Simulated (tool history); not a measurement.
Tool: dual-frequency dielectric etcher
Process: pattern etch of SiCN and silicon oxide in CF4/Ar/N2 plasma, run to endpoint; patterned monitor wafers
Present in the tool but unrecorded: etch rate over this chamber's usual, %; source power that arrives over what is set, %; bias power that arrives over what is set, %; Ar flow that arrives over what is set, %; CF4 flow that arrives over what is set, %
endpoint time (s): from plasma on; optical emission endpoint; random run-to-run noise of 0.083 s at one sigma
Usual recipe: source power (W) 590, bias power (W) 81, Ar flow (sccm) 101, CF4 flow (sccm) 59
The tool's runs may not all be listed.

run     day  source power (W)  bias power (W)  Ar flow (sccm)  CF4 flow (sccm)  wafers since the last listed run  hours since the last wet clean  hours since the last source power generator calibration  hours since the last bias power generator calibration  hours since the last Ar flow controller change  hours since the last CF4 flow controller change  hours since the last upper electrode change  incoming incoming film thickness, nm  endpoint time (s)
  1       0               590              81             101               59                                 0                           354.2                                                     3611                                                 3493.8                                          3722.1                                           4319.8                                       4261.2                                 14.61               12.8
  2    3.45               590              81             101               59                              1605                             437                                                   3693.8                                                 3576.6                                          3804.9                                           4402.6                                         4344                                 14.65               12.7
      6.933  -- wet clean of the chamber
      7.788  -- bias power generator calibrated
  3   7.929               590              81              86               59                              1541                            23.9                                                   3801.3                                                    3.4                                          3912.4                                           4510.1                                       4451.5                                 14.58               12.4
     11.892  -- Ar flow controller replaced
  4  12.142               590              81              86               59                              1844                             125                                                   3902.4                                                  104.5                                               6                                           4611.2                                       4552.6                                 14.58               12.4
  5  15.888               590              81             101               59                              1743                           214.9                                                   3992.3                                                  194.4                                            95.9                                           4701.1                                       4642.5                                 14.55               12.5
  6  17.971               590              81             101               59                               969                           264.9                                                   4042.3                                                  244.4                                           145.9                                           4751.1                                       4692.5                                 14.58               12.7
  7  21.908               590              81             101               59                              1832                           359.4                                                   4136.8                                                  338.9                                           240.4                                           4845.6                                         4787                                 14.59               12.6
       25.8  -- wet clean of the chamber
  8  25.862               590              81             101               59                              1374                             1.5                                                   4231.7                                                  433.8                                           335.3                                           4940.5                                       4881.9                                 14.58               12.6
  9   29.05               660              91             101               54                              1483                              78                                                   4308.2                                                  510.3                                           411.8                                             5017                                       4958.4                                 14.63               10.7
     31.046  -- source power generator calibrated
 10  32.662               590              88             118               72                              1603                           164.7                                                     38.8                                                    597                                           498.5                                           5103.7                                       5045.1                                 14.69               12.8
 11  34.879               490              81             119               59                              1031                           217.9                                                       92                                                  650.2                                           551.7                                           5156.9                                       5098.3                                 14.58               16.5
 12  36.471               710              69             101               59                               740                           256.1                                                    130.2                                                  688.4                                           589.9                                           5195.1                                       5136.5                                 14.63               12.4

Estimate the outcome of run 13 from the log above:
     40.012  -- CF4 flow controller replaced
 13  40.346               590              81             101               64                              1687                           349.1                                                    223.2                                                  781.4                                           682.9                                                8                                       5229.5                                 14.42                  ?

endpoint time (s): 13
Take away the tool's hidden state, keep the run-to-run variation as it was, and the same run would have given endpoint time (s) 13.
